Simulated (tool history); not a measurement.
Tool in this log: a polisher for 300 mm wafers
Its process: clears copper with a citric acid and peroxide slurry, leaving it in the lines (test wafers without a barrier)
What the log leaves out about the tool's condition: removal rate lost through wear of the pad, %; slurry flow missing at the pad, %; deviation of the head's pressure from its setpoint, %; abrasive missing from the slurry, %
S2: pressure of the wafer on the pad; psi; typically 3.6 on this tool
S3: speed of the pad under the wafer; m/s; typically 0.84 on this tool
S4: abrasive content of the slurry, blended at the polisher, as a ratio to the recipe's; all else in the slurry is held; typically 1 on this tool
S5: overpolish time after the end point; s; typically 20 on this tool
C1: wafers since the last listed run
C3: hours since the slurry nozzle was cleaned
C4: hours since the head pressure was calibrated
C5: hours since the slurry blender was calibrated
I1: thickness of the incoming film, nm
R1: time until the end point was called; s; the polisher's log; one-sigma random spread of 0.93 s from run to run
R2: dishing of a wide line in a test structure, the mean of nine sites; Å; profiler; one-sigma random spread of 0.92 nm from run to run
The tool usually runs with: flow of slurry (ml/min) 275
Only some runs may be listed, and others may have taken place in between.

run 1 day=0 | flow_of_slurry_(ml/min)=275 S2=3.6 S3=0.84 S4=1 S5=20 | C1=0 wafers_polished_on_this_pad=1791 C3=14.6 C4=409.3 C5=140.2 | I1=255.9 | R1=101.5 R2=370
-- day=1.771 head pressure recalibrated
-- day=2.304 worn pad replaced by a new one
run 2 day=3.596 | flow_of_slurry_(ml/min)=275 S2=3.6 S3=0.84 S4=1 S5=20 | C1=482 wafers_polished_on_this_pad=186 C3=100.9 C4=43.8 C5=226.5 | I1=255.7 | R1=102.2 R2=382
run 3 day=7.025 | flow_of_slurry_(ml/min)=275 S2=3.6 S3=0.84 S4=1 S5=20 | C1=494 wafers_polished_on_this_pad=680 C3=183.2 C4=126.1 C5=308.8 | I1=256 | R1=107 R2=375
-- day=8.375 slurry blender recalibrated
run 4 day=10.492 | flow_of_slurry_(ml/min)=275 S2=3.6 S3=0.84 S4=1 S5=20 | C1=488 wafers_polished_on_this_pad=1168 C3=266.4 C4=209.3 C5=50.8 | I1=255.9 | R1=101 R2=381
run 5 day=13.017 | flow_of_slurry_(ml/min)=275 S2=3.6 S3=0.84 S4=1 S5=20 | C1=364 wafers_polished_on_this_pad=1533 C3=327 C4=269.9 C5=111.4 | I1=254.2 | R1=100.3 R2=386
-- day=16.288 slurry nozzle cleaned
-- day=16.808 worn pad replaced by a new one
run 6 day=17.383 | flow_of_slurry_(ml/min)=340 S2=3.6 S3=0.68 S4=1 S5=20 | C1=599 wafers_polished_on_this_pad=83 C3=26.3 C4=374.7 C5=216.2 | I1=253.7 | R1=121.4 R2=330
run 7 day=21.842 | flow_of_slurry_(ml/min)=340 S2=3.6 S3=0.68 S4=1 S5=20 | C1=643 wafers_polished_on_this_pad=726 C3=133.3 C4=481.7 C5=323.2 | I1=257.9 | R1=124.9 R2=318
-- day=22.804 slurry blender recalibrated
run 8 day=23.525 | flow_of_slurry_(ml/min)=275 S2=3.6 S3=0.94 S4=1 S5=20 | C1=230 wafers_polished_on_this_pad=957 C3=173.7 C4=522.1 C5=17.3 | I1=257.1 | R1=93.5 R2=415
-- day=25.996 head pressure recalibrated
run 9 day=27.312 | flow_of_slurry_(ml/min)=275 S2=3.6 S3=0.94 S4=1 S5=20 | C1=534 wafers_polished_on_this_pad=1491 C3=264.6 C4=31.6 C5=108.2 | I1=253.2 | R1=90.1 R2=414
-- day=29.083 worn pad replaced by a new one
run 10 day=31.746 | flow_of_slurry_(ml/min)=275 S2=3.6 S3=0.84 S4=1 S5=20 | C1=615 wafers_polished_on_this_pad=384 C3=371 C4=138 C5=214.6 | I1=252.5 | R1=101.7 R2=397
-- day=32.425 slurry nozzle cleaned
-- day=34.992 slurry blender recalibrated
run 11 day=36.033 | flow_of_slurry_(ml/min)=275 S2=3.6 S3=0.84 S4=1 S5=20 | C1=600 wafers_polished_on_this_pad=984 C3=86.6 C4=240.9 C5=25 | I1=249.3 | R1=99.3 R2=395
run 12 day=37.933 | flow_of_slurry_(ml/min)=310 S2=3.6 S3=0.84 S4=1 S5=20 | C1=274 wafers_polished_on_this_pad=1259 C3=132.2 C4=286.5 C5=70.6 | I1=251.1 | R1=96.9 R2=389
run 13 day=40.646 | flow_of_slurry_(ml/min)=275 S2=2.6 S3=0.56 S4=0.85 S5=20 | C1=391 wafers_polished_on_this_pad=1650 C3=197.3 C4=351.6 C5=135.7 | I1=254.7 | R1=195.3 R2=208
-- day=43.729 worn pad replaced by a new one
run 14 day=44.658 | flow_of_slurry_(ml/min)=275 S2=3.6 S3=0.74 S4=0.75 S5=20 | C1=554 wafers_polished_on_this_pad=133 C3=293.6 C4=447.9 C5=232 | I1=251.7 | R1=124.9 R2=316
run 15 day=46.542 | flow_of_slurry_(ml/min)=275 S2=3.6 S3=0.84 S4=1 S5=20 | C1=271 wafers_polished_on_this_pad=405 C3=338.8 C4=493.1 C5=277.2 | I1=250.7 | R1=102.6 R2=379
-- day=47.825 slurry nozzle cleaned
-- day=48.429 head pressure recalibrated
run 16 day=49.212 | flow_of_slurry_(ml/min)=230 S2=3.6 S3=0.72 S4=1 S5=20 | C1=367 wafers_polished_on_this_pad=772 C3=33.3 C4=18.8 C5=341.3 | I1=250 | R1=120.9 R2=330
-- day=49.8 slurry blender recalibrated
run 17 day=51.383 | flow_of_slurry_(ml/min)=245 S2=3.6 S3=0.84 S4=0.85 S5=20 | C1=301 wafers_polished_on_this_pad=1074 C3=85.4 C4=70.9 C5=38 | I1=253.5 | R1=106.2 R2=373
run 18 day=55.117 | flow_of_slurry_(ml/min)=275 S2=4.5 S3=0.62 S4=0.8 S5=8 | C1=538 wafers_polished_on_this_pad=1612 C3=175 C4=160.5 C5=127.6 | I1=258.7 | R1=116 R2=148
-- day=55.675 worn pad replaced by a new one
run 19 day=59.392 | flow_of_slurry_(ml/min)=275 S2=3.6 S3=0.84 S4=1 S5=20 | C1=592 wafers_polished_on_this_pad=536 C3=277.6 C4=263.1 C5=230.2 | I1=257.1 | R1=103.5 R2=381
run 20 day=61.183 | flow_of_slurry_(ml/min)=275 S2=3.6 S3=0.84 S4=1 S5=20 | C1=258 wafers_polished_on_this_pad=794 C3=320.6 C4=306.1 C5=273.2 | I1=251.2 | R1=102 R2=388
-- day=62.812 slurry nozzle cleaned
run 21 day=64.083 | flow_of_slurry_(ml/min)=305 S2=3.6 S3=0.84 S4=1.1 S5=9 | C1=412 wafers_polished_on_this_pad=1207 C3=30.5 C4=375.7 C5=342.8 | I1=255.2 | R1=102.2 R2=191
-- day=65.062 slurry blender recalibrated
-- day=67.262 head pressure recalibrated
run 22 day=67.283 | flow_of_slurry_(ml/min)=185 S2=4.7 S3=1.06 S4=1 S5=27 | C1=437 wafers_polished_on_this_pad=1645 C3=107.3 C4=0.5 C5=53.3 | I1=255.7 | R1=66.8 R2=664

Branching from run 22: 4 alternative next runs. What would each branch give?
run A day=67.304 | flow_of_slurry_(ml/min)=275 S2=4.6 S3=0.84 S4=1 S5=20 | C1=3 wafers_polished_on_this_pad=1648 C3=107.8 C4=1 C5=53.8 | I1=252.2 | R1=? R2=?
run B day=67.304 | flow_of_slurry_(ml/min)=275 S2=3.6 S3=0.84 S4=1 S5=28 | C1=3 wafers_polished_on_this_pad=1648 C3=107.8 C4=1 C5=53.8 | I1=252.2 | R1=? R2=?
run C day=67.304 | flow_of_slurry_(ml/min)=275 S2=2.3 S3=1.08 S4=0.8 S5=24 | C1=3 wafers_polished_on_this_pad=1648 C3=107.8 C4=1 C5=53.8 | I1=252.2 | R1=? R2=?
run D day=67.304 | flow_of_slurry_(ml/min)=275 S2=3.6 S3=0.66 S4=1.25 S5=17 | C1=3 wafers_polished_on_this_pad=1648 C3=107.8 C4=1 C5=53.8 | I1=252.2 | R1=? R2=?

run=A R1=81.3 R2=466
run=B R1=101.2 R2=507
run=C R1=128.5 R2=361
run=D R1=116.1 R2=298
With no hidden state in the tool, these same runs would have given:
run=A R1=81.1 R2=467
run=B R1=101 R2=508
run=C R1=128.2 R2=362
run=D R1=115.8 R2=299
